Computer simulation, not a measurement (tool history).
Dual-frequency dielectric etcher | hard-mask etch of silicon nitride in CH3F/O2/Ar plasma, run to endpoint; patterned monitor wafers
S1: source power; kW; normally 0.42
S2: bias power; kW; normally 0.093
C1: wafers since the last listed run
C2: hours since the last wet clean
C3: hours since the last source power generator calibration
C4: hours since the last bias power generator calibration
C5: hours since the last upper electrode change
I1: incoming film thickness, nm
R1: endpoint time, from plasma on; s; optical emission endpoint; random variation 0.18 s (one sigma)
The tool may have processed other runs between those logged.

run 1 hour=0 | S1=0.42 S2=0.093 | C1=0 C2=333.7 C3=4863.2 C4=3520.5 C5=2178.9 | I1=43.45 | R1=61.8
run 2 hour=11.1 | S1=0.42 S2=0.078 | C1=177 C2=344.8 C3=4874.3 C4=3531.6 C5=2190 | I1=43.58 | R1=66.3
run 3 hour=26.4 | S1=0.42 S2=0.078 | C1=244 C2=360.1 C3=4889.6 C4=3546.9 C5=2205.3 | I1=44.42 | R1=67.5
run 4 hour=39.4 | S1=0.42 S2=0.078 | C1=207 C2=373.1 C3=4902.6 C4=3559.9 C5=2218.3 | I1=42.82 | R1=64.9
run 5 hour=51.4 | S1=0.42 S2=0.086 | C1=191 C2=385.1 C3=4914.6 C4=3571.9 C5=2230.3 | I1=43.66 | R1=64.5
-- hour=109.7 wet clean of the chamber
run 6 hour=110.2 | S1=0.42 S2=0.086 | C1=555 C2=0.5 C3=4973.4 C4=3630.7 C5=2289.1 | I1=43.42 | R1=60.8
run 7 hour=119.8 | S1=0.42 S2=0.086 | C1=153 C2=10.1 C3=4983 C4=3640.3 C5=2298.7 | I1=43.41 | R1=60.6
run 8 hour=128.9 | S1=0.42 S2=0.093 | C1=145 C2=19.2 C3=4992.1 C4=3649.4 C5=2307.8 | I1=43.63 | R1=59.6
-- hour=145.2 bias power generator calibrated
run 9 hour=145.7 | S1=0.42 S2=0.093 | C1=204 C2=36 C3=5008.9 C4=0.5 C5=2324.6 | I1=43.44 | R1=59.5
run 10 hour=151.7 | S1=0.42 S2=0.075 | C1=95 C2=42 C3=5014.9 C4=6.5 C5=2330.6 | I1=43.56 | R1=63.7
run 11 hour=160.7 | S1=0.48 S2=0.107 | C1=143 C2=51 C3=5023.9 C4=15.5 C5=2339.6 | I1=43.89 | R1=53.9
-- hour=168.2 source power generator calibrated
run 12 hour=169.7 | S1=0.42 S2=0.093 | C1=79 C2=60 C3=1.5 C4=24.5 C5=2348.6 | I1=43.55 | R1=59.9
-- hour=201.1 upper electrode replaced
run 13 hour=201.6 | S1=0.45 S2=0.093 | C1=126 C2=91.9 C3=33.4 C4=56.4 C5=0.5 | I1=43.12 | R1=57.8
run 14 hour=202 | S1=0.48 S2=0.086 | C1=6 C2=92.3 C3=33.8 C4=56.8 C5=0.9 | I1=43.34 | R1=57.8
run 15 hour=202.3 | S1=0.48 S2=0.105 | C1=4 C2=92.6 C3=34.1 C4=57.1 C5=1.2 | I1=43.44 | R1=54
run 16 hour=210.3 | S1=0.42 S2=0.085 | C1=127 C2=100.6 C3=42.1 C4=65.1 C5=9.2 | I1=43.29 | R1=61.4
run 17 hour=217.8 | S1=0.37 S2=0.087 | C1=119 C2=108.1 C3=49.6 C4=72.6 C5=16.7 | I1=43.19 | R1=63.9
run 18 hour=230.9 | S1=0.52 S2=0.093 | C1=209 C2=121.2 C3=62.7 C4=85.7 C5=29.8 | I1=43.72 | R1=55.3
run 19 hour=245.8 | S1=0.36 S2=0.093 | C1=238 C2=136.1 C3=77.6 C4=100.6 C5=44.7 | I1=43.64 | R1=64.2
run 20 hour=253.9 | S1=0.42 S2=0.093 | C1=129 C2=144.2 C3=85.7 C4=108.7 C5=52.8 | I1=43.29 | R1=59.5
run 21 hour=268.3 | S1=0.42 S2=0.074 | C1=230 C2=158.6 C3=100.1 C4=123.1 C5=67.2 | I1=43.65 | R1=65.4

Each row is a separate what-if for the run after 21, all from the same tool condition, not one after another. Results?
run A hour=268.7 | S1=0.46 S2=0.093 | C1=6 C2=159 C3=100.5 C4=123.5 C5=67.6 | I1=43.58 | R1=?
run B hour=268.7 | S1=0.39 S2=0.102 | C1=6 C2=159 C3=100.5 C4=123.5 C5=67.6 | I1=43.58 | R1=?
run C hour=268.7 | S1=0.48 S2=0.111 | C1=6 C2=159 C3=100.5 C4=123.5 C5=67.6 | I1=43.58 | R1=?

run=A R1=58.3
run=B R1=60.3
run=C R1=53.8
With the hidden condition removed and each run's random variation left untouched, the same runs would have given:
run=A R1=57.3
run=B R1=59.2
run=C R1=52.9
